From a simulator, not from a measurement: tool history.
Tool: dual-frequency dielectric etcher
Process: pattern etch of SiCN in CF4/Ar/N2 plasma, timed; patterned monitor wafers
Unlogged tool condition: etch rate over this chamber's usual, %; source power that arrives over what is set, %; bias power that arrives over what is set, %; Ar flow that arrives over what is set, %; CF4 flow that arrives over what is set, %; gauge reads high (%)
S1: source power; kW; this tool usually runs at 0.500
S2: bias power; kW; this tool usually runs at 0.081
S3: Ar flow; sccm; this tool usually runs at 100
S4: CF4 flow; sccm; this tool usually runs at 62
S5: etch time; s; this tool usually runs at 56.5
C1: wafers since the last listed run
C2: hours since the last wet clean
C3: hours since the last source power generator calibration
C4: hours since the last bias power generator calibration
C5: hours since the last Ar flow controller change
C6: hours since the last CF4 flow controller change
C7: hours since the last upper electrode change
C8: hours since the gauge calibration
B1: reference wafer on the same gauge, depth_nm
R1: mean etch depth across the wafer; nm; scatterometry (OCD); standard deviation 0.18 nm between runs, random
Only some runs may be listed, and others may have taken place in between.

run,hour,S1,S2,S3,S4,S5,C1,C2,C3,C4,C5,C6,C7,C8,B1,R1
1,0.0,0.500,0.081,114,62,56.5,0,256.8,4241.6,4273.7,4470.0,6392.0,21.5,1189.2,49.7,56.4
2,67.0,0.500,0.081,114,62,56.5,548,323.8,4308.6,4340.7,4537.0,6459.0,88.5,1256.2,49.6,56.5
# hour 81.9: CF4 flow controller replaced
# hour 142.8: source power generator calibrated
# hour 163.0: wet clean of the chamber
3,191.9,0.500,0.081,100,62,56.5,775,28.9,49.1,4465.6,4661.9,110.0,213.4,1381.1,49.5,57.3
# hour 205.6: Ar flow controller replaced
4,241.1,0.420,0.081,115,71,70.5,353,78.1,98.3,4514.8,35.5,159.2,262.6,1430.3,49.5,65.6
5,282.7,0.500,0.081,100,62,56.5,340,119.7,139.9,4556.4,77.1,200.8,304.2,1471.9,49.5,57.5
6,342.4,0.450,0.081,100,49,56.5,488,179.4,199.6,4616.1,136.8,260.5,363.9,1531.6,49.6,50.5
# hour 350.2: bias power generator calibrated
# hour 409.9: gauge calibrated
7,410.9,0.500,0.093,111,68,56.5,528,247.9,268.1,60.7,205.3,329.0,432.4,1.0,50.5,62.8
8,452.1,0.380,0.081,100,62,56.5,337,289.1,309.3,101.9,246.5,370.2,473.6,42.2,50.5,49.8
9,563.0,0.500,0.095,100,57,56.5,908,400.0,420.2,212.8,357.4,481.1,584.5,153.1,50.3,61.5
10,596.0,0.500,0.097,109,62,56.5,270,433.0,453.2,245.8,390.4,514.1,617.5,186.1,50.3,62.5
11,631.4,0.500,0.081,100,71,47.0,289,468.4,488.6,281.2,425.8,549.5,652.9,221.5,50.2,49.9
12,656.3,0.500,0.067,85,53,61.0,203,493.3,513.5,306.1,450.7,574.4,677.8,246.4,50.2,55.9
# hour 700.7: wet clean of the chamber
13,721.5,0.500,0.086,100,56,44.5,337,20.8,578.7,371.3,515.9,639.6,743.0,311.6,50.1,46.1
14,747.8,0.500,0.081,80,62,56.5,215,47.1,605.0,397.6,542.2,665.9,769.3,337.9,50.1,59.7
15,790.0,0.500,0.081,100,74,56.5,345,89.3,647.2,439.8,584.4,708.1,811.5,380.1,50.1,60.3
16,832.1,0.500,0.081,100,62,56.5,344,131.4,689.3,481.9,626.5,750.2,853.6,422.2,50.0,58.0
17,900.7,0.500,0.081,100,62,56.5,561,200.0,757.9,550.5,695.1,818.8,922.2,490.8,50.0,57.9
18,1028.3,0.500,0.081,100,62,56.5,1044,327.6,885.5,678.1,822.7,946.4,1049.8,618.4,50.0,57.8
19,1090.9,0.500,0.081,118,67,56.5,512,390.2,948.1,740.7,885.3,1009.0,1112.4,681.0,49.9,57.8
20,1124.8,0.500,0.081,100,62,56.5,277,424.1,982.0,774.6,919.2,1042.9,1146.3,714.9,49.9,57.9
21,1153.5,0.450,0.081,100,62,56.5,234,452.8,1010.7,803.3,947.9,1071.6,1175.0,743.6,49.9,54.2
# hour 1202.7: wet clean of the chamber
22,1203.2,0.500,0.081,100,75,56.5,210,0.5,1060.4,853.0,997.6,1121.3,1224.7,793.3,49.9,60.4

Hidden condition of the tool, last listed run before each entry between runs versus first listed run after:
Logged between run 2 and run 3: CF4 flow controller replaced (hour 81.9); source power generator calibrated (hour 142.8); wet clean of the chamber (hour 163.0)
  gauge reads high (%): -1.57 -> -1.61
  what was measured, less what the result would be without the hidden state, R1: -0.9 -> -0.9 nm
Logged between run 3 and run 4: Ar flow controller replaced (hour 205.6)
  gauge reads high (%): -1.61 -> -1.62
  what was measured, less what the result would be without the hidden state, R1: -0.9 -> -1.1 nm
Logged between run 6 and run 7: bias power generator calibrated (hour 350.2); gauge calibrated (hour 409.9)
  gauge reads high (%): -1.65 -> 0.103
  what was measured, less what the result would be without the hidden state, R1: -0.9 -> +0.1 nm
Logged between run 12 and run 13: wet clean of the chamber (hour 700.7)
  gauge reads high (%): -0.421 -> -0.529
  what was measured, less what the result would be without the hidden state, R1: -0.3 -> -0.3 nm
Logged between run 21 and run 22: wet clean of the chamber (hour 1202.7)
  gauge reads high (%): -1.01 -> -1.05
  what was measured, less what the result would be without the hidden state, R1: -0.5 -> -0.6 nm
